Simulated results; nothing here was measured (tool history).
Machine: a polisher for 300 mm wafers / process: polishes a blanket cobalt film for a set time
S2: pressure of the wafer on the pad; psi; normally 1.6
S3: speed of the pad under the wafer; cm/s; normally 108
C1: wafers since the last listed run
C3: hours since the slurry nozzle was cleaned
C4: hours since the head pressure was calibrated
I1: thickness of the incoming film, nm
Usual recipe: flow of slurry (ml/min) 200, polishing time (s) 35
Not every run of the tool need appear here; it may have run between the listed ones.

Run 1, hour 0: usual settings; C1 0; wafers polished on this pad 568; C3 368; C4 376.3; I1 1459. Result: film removed (nm) 147.3.
At hour 247.5: head pressure recalibrated.
Run 2, hour 248: usual settings; C1 4689; wafers polished on this pad 5257; C3 616; C4 0.5; I1 1497.5. Result: film removed (nm) 158.
At hour 310.8: slurry nozzle cleaned.
Run 3, hour 343.8: usual settings; C1 1807; wafers polished on this pad 7064; C3 33; C4 96.3; I1 1489.7. Result: film removed (nm) 152.1.
Run 4, hour 449.9: usual settings but S3 132 cm/s; C1 2022; wafers polished on this pad 9087; C3 139.1; C4 202.4; I1 1458.2. Result: film removed (nm) 183.7.
Run 5, hour 536.5: usual settings; C1 1650; wafers polished on this pad 10738; C3 225.7; C4 289; I1 1469.1. Result: film removed (nm) 149.5.
Run 6, hour 613.9: usual settings; C1 1475; wafers polished on this pad 12213; C3 303.1; C4 366.4; I1 1479.2. Result: film removed (nm) 149.1.
At hour 650.3: worn pad replaced by a new one.
Run 7, hour 719.1: usual settings; C1 1929; wafers polished on this pad 1311; C3 408.3; C4 471.6; I1 1478.4. Result: film removed (nm) 147.5.
Run 8, hour 806: usual settings; C1 1656; wafers polished on this pad 2968; C3 495.2; C4 558.5; I1 1449.3. Result: film removed (nm) 147.5.
At hour 822.3: head pressure recalibrated.
Run 9, hour 857.9: usual settings; C1 951; wafers polished on this pad 3919; C3 547.1; C4 35.6; I1 1493.4. Result: film removed (nm) 137.7.
At hour 924.6: slurry nozzle cleaned.
Run 10, hour 943: usual settings but S2 1.3 psi, polishing time (s) 39; C1 1603; wafers polished on this pad 5522; C3 18.4; C4 120.7; I1 1456. Result: film removed (nm) 124.1.
Run 11, hour 1025.2: usual settings but S2 1.3 psi, polishing time (s) 39; C1 1566; wafers polished on this pad 7089; C3 100.6; C4 202.9; I1 1453. Result: film removed (nm) 123.3.
Run 12, hour 1099.2: usual settings but S2 1.3 psi, polishing time (s) 39; C1 1410; wafers polished on this pad 8500; C3 174.6; C4 276.9; I1 1487.8. Result: film removed (nm) 121.6.
Run 13, hour 1190.5: usual settings; C1 1740; wafers polished on this pad 10240; C3 265.9; C4 368.2; I1 1475.4. Result: film removed (nm) 131.8.
At hour 1220.2: head pressure recalibrated, repeated, since the last time left the tool worse.
Run 14, hour 1250.3: usual settings; C1 1101; wafers polished on this pad 11342; C3 325.7; C4 30.1; I1 1443. Result: film removed (nm) 157.4.
At hour 1304.9: worn pad replaced by a new one.
Run 15, hour 1335.6: usual settings; C1 1549; wafers polished on this pad 585; C3 411; C4 115.4; I1 1461.5. Result: film removed (nm) 153.3.
Run 16, hour 1430.4: usual settings; C1 1807; wafers polished on this pad 2392; C3 505.8; C4 210.2; I1 1465. Result: film removed (nm) 151.5.
At hour 1495.8: slurry nozzle cleaned.
Run 17, hour 1516.2: usual settings but flow of slurry (ml/min) 245, polishing time (s) 39; C1 1616; wafers polished on this pad 4009; C3 20.4; C4 296; I1 1450.8. Result: film removed (nm) 172.8.
At hour 1761.4: head pressure recalibrated.
Run 18, hour 1799.9: usual settings but flow of slurry (ml/min) 260, S3 118 cm/s; C1 5370; wafers polished on this pad 9379; C3 304.1; C4 38.5; I1 1462. Result: film removed (nm) 174.6.
Run 19, hour 1840.7: usual settings but flow of slurry (ml/min) 265, S2 1.1 psi, S3 136 cm/s; C1 777; wafers polished on this pad 10157; C3 344.9; C4 79.3; I1 1482.1. Result: film removed (nm) 139.
At hour 1927.5: worn pad replaced by a new one.
Run 20, hour 1940.5: usual settings but flow of slurry (ml/min) 175, polishing time (s) 43; C1 1826; wafers polished on this pad 247; C3 444.7; C4 179.1; I1 1502.6. Result: film removed (nm) 183.5.
Run 21, hour 2026: usual settings but flow of slurry (ml/min) 225, S3 122 cm/s, polishing time (s) 25; C1 1629; wafers polished on this pad 1876; C3 530.2; C4 264.6; I1 1468.1. Result: film removed (nm) 122.1.
Run 22, hour 2079: usual settings but flow of slurry (ml/min) 220, polishing time (s) 39; C1 1010; wafers polished on this pad 2887; C3 583.2; C4 317.6; I1 1500.2. Result: film removed (nm) 168.1.
At hour 2097.8: slurry nozzle cleaned.
Run 23, hour 2174.4: usual settings; C1 1799; wafers polished on this pad 4686; C3 76.6; C4 413; I1 1473. Result: film removed (nm) 148.6.
Run 24, hour 2231.4: usual settings but polishing time (s) 28; C1 1086; wafers polished on this pad 5773; C3 133.6; C4 470; I1 1448.7. Result: film removed (nm) 119.1.
At hour 2452.4: head pressure recalibrated.
Run 25, hour 2554.7: usual settings but flow of slurry (ml/min) 150; C1 6125; wafers polished on this pad 11898; C3 456.9; C4 102.3; I1 1470.8. Result: film removed (nm) 147.9.
At hour 2605.9: worn pad replaced by a new one.
Run 26, hour 2638.5: usual settings; C1 1521; wafers polished on this pad 621; C3 540.7; C4 186.1; I1 1441.9. Result: film removed (nm) 151.7.
At hour 2640.3: slurry nozzle cleaned.
Run 27, hour 2722.6: usual settings; C1 1584; wafers polished on this pad 2206; C3 82.3; C4 270.2; I1 1443.6. Result: film removed (nm) 150.3.
Run 28, hour 2800.2: usual settings but flow of slurry (ml/min) 265, S2 2.2 psi, S3 128 cm/s, polishing time (s) 24; C1 1479; wafers polished on this pad 3685; C3 159.9; C4 347.8; I1 1456. Result: film removed (nm) 172.1.
Run 29, hour 2890.3: usual settings but flow of slurry (ml/min) 245; C1 1717; wafers polished on this pad 5402; C3 250; C4 437.9; I1 1499.4. Result: film removed (nm) 150.8.
Run 30, hour 2993.9: usual settings but S3 76 cm/s; C1 1974; wafers polished on this pad 7377; C3 353.6; C4 541.5; I1 1473.2. Result: film removed (nm) 103.2.
At hour 3050.8: head pressure recalibrated.
Run 31, hour 3080.1: usual settings but polishing time (s) 40; C1 1605; wafers polished on this pad 8982; C3 439.8; C4 29.3; I1 1462.9. Result: film removed (nm) 175.8.
At hour 3179.5: worn pad replaced by a new one.
Run 32, hour 3180: usual settings but flow of slurry (ml/min) 155, S2 2.1 psi, S3 124 cm/s, polishing time (s) 44; C1 1828; wafers polished on this pad 9; C3 539.7; C4 129.2; I1 1491.5. Result: film removed (nm) 272.5.

How would selected steps in film removed (nm) from run to run divide? Give the signed amount a tool lacking its hidden state would still show from settings, what came in and random variation, and the signed amount left for the hidden state, including any gauge scatter that is not in both of the compared results.
The hidden state here: removal rate lost through wear of the pad, %; slurry flow missing at the pad, %; deviation of the head's pressure from its setpoint, %.
Run 1 -> 2: head pressure recalibrated. film removed (nm) +10.7: hidden state +9.7, all else +1.
Run 13 -> 14: head pressure recalibrated, repeated, since the last time left the tool worse. film removed (nm) +25.6: hidden state +25.1, all else +0.5.
Run 20 -> 21: flow of slurry (ml/min) 175 -> 225, S3 108 -> 122, polishing time (s) 43 -> 25. film removed (nm) -61.4: hidden state +1, all else -62.4.
Run 30 -> 31: S3 76 -> 108, polishing time (s) 35 -> 40, head pressure recalibrated. film removed (nm) +72.6: hidden state +1.5, all else +71.1.
Run 31 -> 32: flow of slurry (ml/min) 200 -> 155, S2 1.6 -> 2.1, S3 108 -> 124, polishing time (s) 40 -> 44, worn pad replaced by a new one. film removed (nm) +96.7: hidden state -9.6, all else +106.3.
